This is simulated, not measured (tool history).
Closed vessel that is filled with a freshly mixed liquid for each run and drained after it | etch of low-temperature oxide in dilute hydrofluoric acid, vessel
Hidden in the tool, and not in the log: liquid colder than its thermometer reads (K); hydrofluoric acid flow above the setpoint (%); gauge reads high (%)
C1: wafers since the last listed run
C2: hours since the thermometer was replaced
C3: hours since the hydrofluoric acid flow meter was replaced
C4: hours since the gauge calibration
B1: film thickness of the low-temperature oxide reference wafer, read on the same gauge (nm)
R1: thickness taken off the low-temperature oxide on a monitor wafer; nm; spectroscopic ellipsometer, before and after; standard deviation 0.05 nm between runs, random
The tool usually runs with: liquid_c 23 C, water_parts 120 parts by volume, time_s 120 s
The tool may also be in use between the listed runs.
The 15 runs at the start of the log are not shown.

{"run": 16, "hour": 434.5, "liquid_c": 23, "water_parts": 120, "time_s": 120, "C1": 2491, "C2": 298, "C3": 553.6, "C4": 39.9, "B1": 39.94, "R1": 14.18}
{"run": 17, "hour": 448.5, "liquid_c": 23, "water_parts": 140, "time_s": 170, "C1": 1008, "C2": 312, "C3": 567.6, "C4": 53.9, "B1": 39.95, "R1": 16.78}
{"run": 18, "hour": 483.6, "liquid_c": 23, "water_parts": 75, "time_s": 165, "C1": 2527, "C2": 347.1, "C3": 602.7, "C4": 89, "B1": 39.96, "R1": 33.03}
{"run": 19, "hour": 502.9, "liquid_c": 23, "water_parts": 120, "time_s": 120, "C1": 1389, "C2": 366.4, "C3": 622, "C4": 108.3, "B1": 39.95, "R1": 14.15}
{"run": 20, "hour": 526.1, "liquid_c": 23, "water_parts": 150, "time_s": 175, "C1": 1670, "C2": 389.6, "C3": 645.2, "C4": 131.5, "B1": 39.96, "R1": 15.85}
{"run": 21, "hour": 546.3, "liquid_c": 27.5, "water_parts": 160, "time_s": 185, "C1": 1454, "C2": 409.8, "C3": 665.4, "C4": 151.7, "B1": 39.94, "R1": 18.62}
{"run": 22, "hour": 573.5, "liquid_c": 26.5, "water_parts": 85, "time_s": 75, "C1": 1958, "C2": 437, "C3": 692.6, "C4": 178.9, "B1": 39.94, "R1": 14.89}
{"run": 23, "hour": 591.3, "liquid_c": 23, "water_parts": 120, "time_s": 120, "C1": 1281, "C2": 454.8, "C3": 710.4, "C4": 196.7, "B1": 39.95, "R1": 14.03}
{"hour": 598.5, "done": "hydrofluoric acid flow meter replaced"}
{"run": 24, "hour": 622.9, "liquid_c": 23, "water_parts": 120, "time_s": 120, "C1": 2203, "C2": 486.4, "C3": 24.4, "C4": 228.3, "B1": 39.92, "R1": 14.06}
{"run": 25, "hour": 639.4, "liquid_c": 19.5, "water_parts": 120, "time_s": 80, "C1": 1188, "C2": 502.9, "C3": 40.9, "C4": 244.8, "B1": 39.92, "R1": 8.2}
{"run": 26, "hour": 654.6, "liquid_c": 18, "water_parts": 150, "time_s": 120, "C1": 1094, "C2": 518.1, "C3": 56.1, "C4": 260, "B1": 39.92, "R1": 8.93}
{"run": 27, "hour": 673.2, "liquid_c": 23, "water_parts": 85, "time_s": 160, "C1": 1339, "C2": 536.7, "C3": 74.7, "C4": 278.6, "B1": 39.93, "R1": 27.56}
{"run": 28, "hour": 690.8, "liquid_c": 26.5, "water_parts": 95, "time_s": 120, "C1": 1267, "C2": 554.3, "C3": 92.3, "C4": 296.2, "B1": 39.88, "R1": 21.05}
{"run": 29, "hour": 704.9, "liquid_c": 23, "water_parts": 120, "time_s": 120, "C1": 1015, "C2": 568.4, "C3": 106.4, "C4": 310.3, "B1": 39.91, "R1": 14.11}
{"run": 30, "hour": 728.4, "liquid_c": 24.5, "water_parts": 140, "time_s": 160, "C1": 1692, "C2": 591.9, "C3": 129.9, "C4": 333.8, "B1": 39.87, "R1": 16.76}
{"run": 31, "hour": 742.4, "liquid_c": 18.5, "water_parts": 105, "time_s": 65, "C1": 1008, "C2": 605.9, "C3": 143.9, "C4": 347.8, "B1": 39.87, "R1": 7.38}
{"run": 32, "hour": 826.8, "liquid_c": 26, "water_parts": 135, "time_s": 165, "C1": 6077, "C2": 690.3, "C3": 228.3, "C4": 432.2, "B1": 39.84, "R1": 18.99}
{"run": 33, "hour": 860.5, "liquid_c": 27, "water_parts": 70, "time_s": 190, "C1": 2426, "C2": 724, "C3": 262, "C4": 465.9, "B1": 39.8, "R1": 47.82}

3 options for the next run, each taken on its own from the tool as it stands now. Forecast them:
{"run": "A", "hour": 861.2, "liquid_c": 23, "water_parts": 120, "time_s": 120, "C1": 50, "C2": 724.7, "C3": 262.7, "C4": 466.6, "B1": "?", "R1": "?"}
{"run": "B", "hour": 861.2, "liquid_c": 23, "water_parts": 180, "time_s": 155, "C1": 50, "C2": 724.7, "C3": 262.7, "C4": 466.6, "B1": "?", "R1": "?"}
{"run": "C", "hour": 861.2, "liquid_c": 26.5, "water_parts": 170, "time_s": 120, "C1": 50, "C2": 724.7, "C3": 262.7, "C4": 466.6, "B1": "?", "R1": "?"}

run=A B1=39.83 R1=13.96
run=B B1=39.83 R1=11.24
run=C B1=39.83 R1=10.62
Stripped of hidden state, with their random variation kept, the same runs would have yielded:
run=A R1=14.03
run=B R1=11.3
run=C R1=10.67
